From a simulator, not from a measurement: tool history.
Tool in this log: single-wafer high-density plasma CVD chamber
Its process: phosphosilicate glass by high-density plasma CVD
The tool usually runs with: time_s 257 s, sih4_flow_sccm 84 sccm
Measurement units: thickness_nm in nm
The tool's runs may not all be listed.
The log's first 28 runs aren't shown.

run	day	time_s	sih4_flow_sccm	wafers since the last listed run	hours since the silane flow controller was replaced	hours since the gauge calibration	read-back reference wafer on the same gauge, thickness_nm	thickness_nm
29	66.642	257	78	620	568.8	457.3	2010.979	1871.393
30	68.612	257	84	428	616.1	504.6	2022.205	1975.844
31	70.408	296	77	390	659.2	547.7	2019.392	2130.498
32	71.492	207	76	235	685.2	573.7	2023.703	1490.474
33	73.196	306	69	370	726.1	614.6	2023.392	1986.829
34	75.054	257	84	403	770.7	659.2	2013.711	2015.831
35	77.708	257	84	576	834.4	722.9	2023.651	1997.176
36	80.183	272	100	537	893.8	782.3	2019.602	2454.383
37	82.625	284	90	530	952.4	840.9	2022.314	2329.129
38	84.279	257	84	359	992.1	880.6	2011.072	2017.202
39	87.092	291	84	611	1059.6	948.1	2021.389	2263.798
40	90.004	275	76	632	1129.5	1018.0	2020.237	1976.720

Here are 5 independent what-if runs from the current tool condition. What would each one return?
A	90.025	257	97	4	1130.0	1018.5	?	?
B	90.025	217	89	4	1130.0	1018.5	?	?
C	90.025	257	69	4	1130.0	1018.5	?	?
D	90.025	281	84	4	1130.0	1018.5	?	?
E	90.025	223	73	4	1130.0	1018.5	?	?

run	read-back reference wafer on the same gauge, thickness_nm	thickness_nm
A	2015.418	2309.693
B	2015.418	1804.211
C	2015.418	1704.512
D	2015.418	2218.168
E	2015.418	1554.029
The same runs, with their run-to-run variation unchanged, on a tool lacking any hidden condition would have given:
run	thickness_nm
A	2241.335
B	1750.813
C	1654.065
D	2152.519
E	1508.036

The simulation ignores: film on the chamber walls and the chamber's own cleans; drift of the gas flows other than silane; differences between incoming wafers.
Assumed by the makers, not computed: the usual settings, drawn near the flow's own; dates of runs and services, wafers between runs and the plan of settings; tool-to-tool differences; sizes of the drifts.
